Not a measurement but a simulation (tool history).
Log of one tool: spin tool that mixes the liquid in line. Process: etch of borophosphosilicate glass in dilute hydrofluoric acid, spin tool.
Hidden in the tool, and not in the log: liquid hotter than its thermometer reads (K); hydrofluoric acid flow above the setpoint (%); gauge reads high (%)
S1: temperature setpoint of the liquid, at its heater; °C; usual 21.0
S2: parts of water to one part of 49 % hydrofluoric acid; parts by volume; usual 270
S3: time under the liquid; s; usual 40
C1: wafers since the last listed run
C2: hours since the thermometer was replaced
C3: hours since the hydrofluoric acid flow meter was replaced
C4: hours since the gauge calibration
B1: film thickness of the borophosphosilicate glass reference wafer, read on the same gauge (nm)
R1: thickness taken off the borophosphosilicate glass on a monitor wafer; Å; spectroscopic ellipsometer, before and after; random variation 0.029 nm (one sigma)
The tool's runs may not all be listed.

| run | hour | S1 | S2 | S3 | C1 | C2 | C3 | C4 | B1 | R1 |
|---|---|---|---|---|---|---|---|---|---|---|
| 1 | 0.0 | 21.0 | 270 | 20 | 0 | 1123.5 | 336.4 | 455.7 | 109.99 | 24.4 |
| 2 | 307.3 | 21.0 | 270 | 20 | 4813 | 1430.8 | 643.7 | 763.0 | 109.97 | 25.2 |
| 3 | 367.3 | 21.0 | 270 | 20 | 939 | 1490.8 | 703.7 | 823.0 | 110.02 | 24.9 |
| 4 | 405.1 | 21.0 | 270 | 40 | 592 | 1528.6 | 741.5 | 860.8 | 110.01 | 50.5 |
| 5 | 473.7 | 21.0 | 270 | 40 | 1074 | 1597.2 | 810.1 | 929.4 | 110.04 | 51.1 |
| 6 | 521.0 | 21.0 | 270 | 40 | 740 | 1644.5 | 857.4 | 976.7 | 109.98 | 51.1 |
| 7 | 626.9 | 21.0 | 270 | 40 | 1658 | 1750.4 | 963.3 | 1082.6 | 109.99 | 51.3 |
|  | 685.1 | hydrofluoric acid flow meter replaced |
| 8 | 716.8 | 19.0 | 270 | 40 | 1392 | 1840.3 | 31.7 | 1172.5 | 110.02 | 44.7 |
| 9 | 772.7 | 19.0 | 270 | 40 | 875 | 1896.2 | 87.6 | 1228.4 | 110.01 | 45.3 |
| 10 | 844.2 | 19.0 | 270 | 40 | 1119 | 1967.7 | 159.1 | 1299.9 | 109.99 | 44.7 |
| 11 | 892.1 | 21.0 | 270 | 15 | 750 | 2015.6 | 207.0 | 1347.8 | 109.97 | 18.2 |
| 12 | 994.9 | 21.0 | 270 | 45 | 1610 | 2118.4 | 309.8 | 1450.6 | 109.98 | 55.3 |
| 13 | 1078.8 | 17.0 | 215 | 40 | 1314 | 2202.3 | 393.7 | 1534.5 | 110.02 | 55.8 |
| 14 | 1154.8 | 18.0 | 390 | 65 | 1190 | 2278.3 | 469.7 | 1610.5 | 110.03 | 45.8 |
|  | 1194.4 | thermometer replaced |
| 15 | 1257.0 | 24.5 | 205 | 20 | 1585 | 62.6 | 571.9 | 1712.7 | 110.01 | 39.8 |
|  | 1355.0 | gauge calibrated |
| 16 | 1471.7 | 18.0 | 225 | 40 | 3363 | 277.3 | 786.6 | 116.7 | 110.01 | 56.6 |
| 17 | 1542.8 | 21.0 | 270 | 40 | 1113 | 348.4 | 857.7 | 187.8 | 109.96 | 50.8 |
|  | 1618.9 | hydrofluoric acid flow meter replaced |
| 18 | 1622.1 | 21.0 | 270 | 55 | 1226 | 427.7 | 3.2 | 267.1 | 109.97 | 66.9 |
| 19 | 1717.6 | 17.0 | 340 | 40 | 1495 | 523.2 | 98.7 | 362.6 | 110.01 | 31.5 |
| 20 | 1783.0 | 21.0 | 270 | 40 | 1024 | 588.6 | 164.1 | 428.0 | 110.00 | 48.9 |

Forecast each of these 5 alternatives for the next run:
| A | 1783.4 | 21.0 | 205 | 40 | 6 | 589.0 | 164.5 | 428.4 | ? | ? |
| B | 1783.4 | 21.0 | 270 | 35 | 6 | 589.0 | 164.5 | 428.4 | ? | ? |
| C | 1783.4 | 24.0 | 340 | 45 | 6 | 589.0 | 164.5 | 428.4 | ? | ? |
| D | 1783.4 | 22.5 | 340 | 50 | 6 | 589.0 | 164.5 | 428.4 | ? | ? |
| E | 1783.4 | 21.0 | 340 | 40 | 6 | 589.0 | 164.5 | 428.4 | ? | ? |

| run | B1 | R1 |
|---|---|---|
| A | 110.02 | 69.3 |
| B | 110.02 | 43.3 |
| C | 110.02 | 46.1 |
| D | 110.02 | 48.6 |
| E | 110.02 | 36.9 |
Without the tool's hidden state the same runs would have given:
| run | R1 |
|---|---|
| A | 67.8 |
| B | 42.3 |
| C | 44.9 |
| D | 47.4 |
| E | 36.0 |
